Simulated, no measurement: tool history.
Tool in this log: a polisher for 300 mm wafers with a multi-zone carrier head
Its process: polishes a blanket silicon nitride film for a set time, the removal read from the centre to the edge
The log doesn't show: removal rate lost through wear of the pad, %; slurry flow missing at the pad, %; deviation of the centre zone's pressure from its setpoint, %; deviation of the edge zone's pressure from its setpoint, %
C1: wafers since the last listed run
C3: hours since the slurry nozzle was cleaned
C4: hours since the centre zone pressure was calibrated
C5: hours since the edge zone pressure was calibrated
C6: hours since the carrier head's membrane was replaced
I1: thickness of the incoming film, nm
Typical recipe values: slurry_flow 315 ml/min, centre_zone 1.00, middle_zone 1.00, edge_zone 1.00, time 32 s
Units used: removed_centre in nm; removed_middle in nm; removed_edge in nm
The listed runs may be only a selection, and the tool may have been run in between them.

Run 1, day 0.000: usual settings but edge_zone 1.10; C1 0; wafers polished on this pad 3698; C3 166.9; C4 264.6; C5 36.0; C6 528.3; I1 566.7. Result: removed_centre 58.5 nm, removed_middle 58.0 nm, removed_edge 61.5 nm.
At day 0.738: worn pad replaced by a new one.
Run 2, day 2.450: usual settings but middle_zone 1.07, edge_zone 0.96; C1 416; wafers polished on this pad 312; C3 225.7; C4 323.4; C5 94.8; C6 587.1; I1 563.4. Result: removed_centre 60.2 nm, removed_middle 63.6 nm, removed_edge 60.5 nm.
Run 3, day 5.079: usual settings but centre_zone 0.94, middle_zone 0.94; C1 479; wafers polished on this pad 791; C3 288.8; C4 386.5; C5 157.9; C6 650.2; I1 565.4. Result: removed_centre 55.9 nm, removed_middle 57.0 nm, removed_edge 60.1 nm.
At day 6.133: centre zone pressure recalibrated.
Run 4, day 7.850: usual settings; C1 489; wafers polished on this pad 1281; C3 355.3; C4 41.2; C5 224.4; C6 716.7; I1 576.4. Result: removed_centre 58.8 nm, removed_middle 58.7 nm, removed_edge 60.5 nm.
Run 5, day 9.654: usual settings but middle_zone 1.06, edge_zone 0.90; C1 328; wafers polished on this pad 1610; C3 398.6; C4 84.5; C5 267.7; C6 760.0; I1 571.1. Result: removed_centre 59.2 nm, removed_middle 60.7 nm, removed_edge 56.6 nm.
Run 6, day 12.612: usual settings; C1 539; wafers polished on this pad 2149; C3 469.6; C4 155.5; C5 338.7; C6 831.0; I1 556.9. Result: removed_centre 58.5 nm, removed_middle 59.2 nm, removed_edge 59.6 nm.
Run 7, day 13.700: usual settings; C1 198; wafers polished on this pad 2347; C3 495.7; C4 181.6; C5 364.8; C6 857.1; I1 577.8. Result: removed_centre 58.2 nm, removed_middle 58.6 nm, removed_edge 59.3 nm.
Run 8, day 15.975: usual settings but centre_zone 0.90, edge_zone 0.89; C1 414; wafers polished on this pad 2762; C3 550.3; C4 236.2; C5 419.4; C6 911.7; I1 564.7. Result: removed_centre 53.2 nm, removed_middle 59.1 nm, removed_edge 55.8 nm.
At day 17.138: worn pad replaced by a new one.
Run 9, day 18.717: usual settings but slurry_flow 365 ml/min, time 27 s; C1 469; wafers polished on this pad 287; C3 616.1; C4 302.0; C5 485.2; C6 977.5; I1 573.2. Result: removed_centre 52.0 nm, removed_middle 52.1 nm, removed_edge 53.5 nm.
At day 20.446: slurry nozzle cleaned.
Run 10, day 20.933: usual settings; C1 396; wafers polished on this pad 684; C3 11.7; C4 355.2; C5 538.4; C6 1030.7; I1 576.4. Result: removed_centre 59.8 nm, removed_middle 60.5 nm, removed_edge 60.4 nm.
Run 11, day 23.083: usual settings but edge_zone 1.08, time 27 s; C1 391; wafers polished on this pad 1075; C3 63.3; C4 406.8; C5 590.0; C6 1082.3; I1 575.5. Result: removed_centre 50.2 nm, removed_middle 49.8 nm, removed_edge 52.2 nm.
At day 24.288: centre zone pressure recalibrated.
Run 12, day 24.575: usual settings but centre_zone 1.04, edge_zone 1.07; C1 256; wafers polished on this pad 1332; C3 99.1; C4 6.9; C5 625.8; C6 1118.1; I1 571.6. Result: removed_centre 61.7 nm, removed_middle 59.8 nm, removed_edge 62.3 nm.
Run 13, day 27.517: usual settings but middle_zone 1.12; C1 536; wafers polished on this pad 1868; C3 169.7; C4 77.5; C5 696.4; C6 1188.7; I1 569.3. Result: removed_centre 58.9 nm, removed_middle 62.9 nm, removed_edge 60.3 nm.
Run 14, day 30.683: usual settings but slurry_flow 345 ml/min, time 27 s; C1 577; wafers polished on this pad 2446; C3 245.7; C4 153.5; C5 772.4; C6 1264.7; I1 571.0. Result: removed_centre 49.1 nm, removed_middle 49.0 nm, removed_edge 50.0 nm.
Run 15, day 33.429: usual settings but time 42 s; C1 500; wafers polished on this pad 2946; C3 311.6; C4 219.4; C5 838.3; C6 1330.6; I1 582.4. Result: removed_centre 76.7 nm, removed_middle 76.0 nm, removed_edge 77.9 nm.
At day 34.096: edge zone pressure recalibrated.
Run 16, day 34.592: usual settings but slurry_flow 345 ml/min, middle_zone 0.88, edge_zone 1.10, time 22 s; C1 196; wafers polished on this pad 3143; C3 339.5; C4 247.3; C5 11.9; C6 1358.5; I1 566.1. Result: removed_centre 41.1 nm, removed_middle 37.5 nm, removed_edge 43.4 nm.
Run 17, day 36.546: usual settings but centre_zone 1.05, middle_zone 1.10, time 22 s; C1 356; wafers polished on this pad 3499; C3 386.4; C4 294.2; C5 58.8; C6 1405.4; I1 572.1. Result: removed_centre 42.5 nm, removed_middle 41.8 nm, removed_edge 40.8 nm.
At day 37.612: worn pad replaced by a new one.
Run 18, day 39.112: usual settings; C1 437; wafers polished on this pad 273; C3 448.0; C4 355.8; C5 120.4; C6 1467.0; I1 561.1. Result: removed_centre 61.5 nm, removed_middle 60.9 nm, removed_edge 61.3 nm.
Run 19, day 40.758: usual settings but centre_zone 1.06, time 36 s; C1 300; wafers polished on this pad 573; C3 487.5; C4 395.3; C5 159.9; C6 1506.5; I1 568.4. Result: removed_centre 72.2 nm, removed_middle 67.6 nm, removed_edge 68.0 nm.
Run 20, day 42.000: usual settings but centre_zone 1.05, middle_zone 1.10, edge_zone 0.94, time 35 s; C1 226; wafers polished on this pad 799; C3 517.3; C4 425.1; C5 189.7; C6 1536.3; I1 565.1. Result: removed_centre 68.6 nm, removed_middle 70.1 nm, removed_edge 63.7 nm.
Run 21, day 43.988: usual settings but middle_zone 1.09, edge_zone 1.05, time 25 s; C1 362; wafers polished on this pad 1162; C3 565.0; C4 472.8; C5 237.4; C6 1584.0; I1 575.0. Result: removed_centre 46.4 nm, removed_middle 49.4 nm, removed_edge 47.6 nm.

Consider 5 possible next runs. They are alternatives, not a sequence: every one starts from the tool as it was left by run 21. What does each give?
Run A, day 44.004: usual settings; C1 3; wafers polished on this pad 1165; C3 565.4; C4 473.2; C5 237.8; C6 1584.4; I1 574.4. Result: removed_centre ?, removed_middle ?, removed_edge ?.
Run B, day 44.004: usual settings but slurry_flow 220 ml/min, edge_zone 1.04, time 24 s; C1 3; wafers polished on this pad 1165; C3 565.4; C4 473.2; C5 237.8; C6 1584.4; I1 574.4. Result: removed_centre ?, removed_middle ?, removed_edge ?.
Run C, day 44.004: usual settings but centre_zone 1.10; C1 3; wafers polished on this pad 1165; C3 565.4; C4 473.2; C5 237.8; C6 1584.4; I1 574.4. Result: removed_centre ?, removed_middle ?, removed_edge ?.
Run D, day 44.004: usual settings but middle_zone 1.04, edge_zone 0.97; C1 3; wafers polished on this pad 1165; C3 565.4; C4 473.2; C5 237.8; C6 1584.4; I1 574.4. Result: removed_centre ?, removed_middle ?, removed_edge ?.
Run E, day 44.004: usual settings but edge_zone 0.93, time 39 s; C1 3; wafers polished on this pad 1165; C3 565.4; C4 473.2; C5 237.8; C6 1584.4; I1 574.4. Result: removed_centre ?, removed_middle ?, removed_edge ?.

run  removed_centre  removed_middle  removed_edge
  A            59.4            58.5          59.9
  B            42.4            41.9          44.2
  C            65.4            58.5          59.9
  D            59.4            60.0          59.0
  E            72.4            71.3          70.5
Without the tool's unlogged condition, the same runs would have read:
run  removed_centre  removed_middle  removed_edge
  A            61.7            60.7          62.2
  B            44.0            43.5          45.9
  C            67.9            60.7          62.2
  D            61.7            62.3          61.2
  E            75.1            74.0          73.2

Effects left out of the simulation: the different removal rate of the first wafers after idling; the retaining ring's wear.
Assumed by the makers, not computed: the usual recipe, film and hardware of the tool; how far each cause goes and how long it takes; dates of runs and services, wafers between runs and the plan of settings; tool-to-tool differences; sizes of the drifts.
